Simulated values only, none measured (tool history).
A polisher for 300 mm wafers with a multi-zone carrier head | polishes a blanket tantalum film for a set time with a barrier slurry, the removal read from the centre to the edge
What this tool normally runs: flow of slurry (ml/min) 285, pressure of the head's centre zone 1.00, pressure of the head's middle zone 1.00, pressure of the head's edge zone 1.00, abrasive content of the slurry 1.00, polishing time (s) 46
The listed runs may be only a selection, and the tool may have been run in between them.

run	hour	flow of slurry (ml/min)	pressure of the head's centre zone	pressure of the head's middle zone	pressure of the head's edge zone	abrasive content of the slurry	polishing time (s)	incoming thickness of the incoming film, nm	film removed at the wafer's centre (Å)	film removed at mid-radius (Å)	film removed at the wafer's edge (Å)
1	0.0	285	1.00	0.91	1.00	1.00	46	296.9	783	730	762
2	17.7	285	1.00	1.00	1.00	1.15	46	296.4	796	794	785
3	29.7	285	1.00	1.00	1.00	0.85	46	302.1	689	708	696
4	37.8	285	1.00	1.00	1.00	0.85	46	301.5	707	700	685
5	48.5	285	1.00	1.00	0.96	1.00	46	300.9	719	734	714
6	65.4	285	1.00	1.00	0.96	1.00	46	299.7	741	741	718
# hour 71.0: worn pad replaced by a new one
# hour 80.3: carrier head's membrane replaced by a new one
7	80.8	285	1.00	1.00	0.98	1.00	46	297.5	788	795	789
# hour 84.5: slurry nozzle cleaned
8	92.4	285	0.94	1.00	1.00	1.20	46	300.9	749	844	809
# hour 96.7: centre zone pressure recalibrated
9	107.2	285	1.00	0.96	1.00	0.85	46	294.8	730	711	714
10	124.6	285	1.06	1.00	1.00	1.10	46	305.9	820	773	752
11	134.1	285	1.00	1.00	1.00	1.00	46	304.5	744	758	737
12	142.8	370	0.95	1.00	1.00	1.00	46	304.1	724	762	746
13	151.1	285	1.00	1.00	0.93	1.00	35	296.4	554	571	546
# hour 160.7: worn pad replaced by a new one
14	161.2	285	1.08	1.12	0.90	1.25	46	295.5	951	990	851
15	167.3	380	1.00	1.00	1.00	1.00	62	298.5	1090	1150	1109
16	187.7	285	0.94	1.08	1.00	1.00	46	302.3	739	823	762
# hour 201.4: edge zone pressure recalibrated
17	203.1	360	1.00	0.91	1.00	1.00	33	305.3	545	510	540
18	218.0	285	1.00	1.00	1.00	1.00	36	298.7	570	591	586
19	229.7	230	1.00	1.00	1.00	0.75	36	305.3	512	510	505
20	242.8	285	1.00	1.00	1.00	1.00	46	303.9	732	746	736
21	252.4	285	1.00	1.00	1.00	1.00	46	298.4	728	748	728
# hour 258.8: worn pad replaced by a new one
22	260.4	285	1.00	1.00	1.00	1.00	46	303.3	825	832	822

4 options for the next run, each taken on its own from the tool as it stands now. Forecast them:
A	260.8	285	1.00	1.00	0.92	1.00	46	304.2	?	?	?
B	260.8	285	1.00	1.00	1.00	1.20	61	304.2	?	?	?
C	260.8	285	0.95	1.00	1.08	0.75	56	304.2	?	?	?
D	260.8	240	1.00	1.00	1.00	1.00	46	304.2	?	?	?

run	film removed at the wafer's centre (Å)	film removed at mid-radius (Å)	film removed at the wafer's edge (Å)
A	826	849	794
B	1156	1189	1139
C	857	928	910
D	807	831	801
Without the tool's hidden state the same runs would have given:
run	film removed at the wafer's centre (Å)	film removed at mid-radius (Å)	film removed at the wafer's edge (Å)
A	833	856	801
B	1166	1199	1149
C	864	936	918
D	814	838	808
